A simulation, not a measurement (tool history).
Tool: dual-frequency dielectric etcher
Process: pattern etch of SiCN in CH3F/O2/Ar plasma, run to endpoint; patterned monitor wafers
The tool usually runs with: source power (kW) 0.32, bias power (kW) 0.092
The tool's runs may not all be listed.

run,hour,source power (kW),bias power (kW),"incoming incoming film thickness, nm",endpoint time (s)
1,0,0.32,0.092,11.67,30.4
2,13.1,0.32,0.092,11.75,30.2
3,26,0.32,0.107,11.67,29
4,55.9,0.32,0.109,11.71,28.5
5,87.8,0.3,0.092,11.62,30.8
6,101.2,0.3,0.092,11.63,31.1
7,118.6,0.32,0.092,11.74,29.8
8,130.6,0.32,0.092,11.62,29.6
9,147.8,0.32,0.092,11.75,30
10,172.8,0.32,0.092,11.7,29.9
11,187.8,0.32,0.092,11.72,29.9
12,218.2,0.32,0.092,11.66,29.4
13,243.3,0.27,0.075,11.66,34.1
14,278.7,0.27,0.103,11.78,31.7
15,302.3,0.27,0.103,11.72,31.3
16,330.3,0.27,0.083,11.73,33.1
17,363.4,0.38,0.104,11.71,27.5
18,376.2,0.25,0.079,11.61,36.7
19,400.3,0.32,0.08,11.68,31.6
20,426.7,0.29,0.105,11.65,30.8
21,457.2,0.38,0.092,11.79,28.2
22,467.7,0.32,0.092,11.85,30.9
23,492.5,0.32,0.092,11.72,30.6
24,508.9,0.32,0.112,11.62,28.6
25,562.4,0.38,0.092,11.82,28.2
26,562.7,0.38,0.113,11.75,26.1
27,569,0.32,0.092,11.64,29.8
28,606.1,0.24,0.111,11.63,33.6
29,621.2,0.36,0.101,11.8,27.9
30,648,0.3,0.071,11.65,33.1
31,676.6,0.32,0.098,11.67,29.3
32,695.2,0.37,0.1,11.75,27.3
33,724.4,0.32,0.101,11.77,29
34,738,0.32,0.092,11.62,29.9

Not shown here: 4 entries made in the log between runs. Locate each between two listed runs and compare the hidden state at the listed run before it with the hidden state at the listed run after it:
Between runs 16 and 17: wet clean of the chamber (hour 362.7)
  etch rate over this chamber's usual, %: 5.25 -> 0.0364
  measured less the result without the state, endpoint time (s): -1.7 -> +0
Between runs 20 and 21: bias power generator calibrated (hour 453.9); source power generator calibrated (hour 456.7)
  etch rate over this chamber's usual, %: 0.684 -> 0.997
  measured less the result without the state, endpoint time (s): -0.3 -> -0.3
Between runs 24 and 25: upper electrode replaced (hour 561.9)
  etch rate over this chamber's usual, %: 1.53 -> 2.07
  measured less the result without the state, endpoint time (s): -0.5 -> -0.6

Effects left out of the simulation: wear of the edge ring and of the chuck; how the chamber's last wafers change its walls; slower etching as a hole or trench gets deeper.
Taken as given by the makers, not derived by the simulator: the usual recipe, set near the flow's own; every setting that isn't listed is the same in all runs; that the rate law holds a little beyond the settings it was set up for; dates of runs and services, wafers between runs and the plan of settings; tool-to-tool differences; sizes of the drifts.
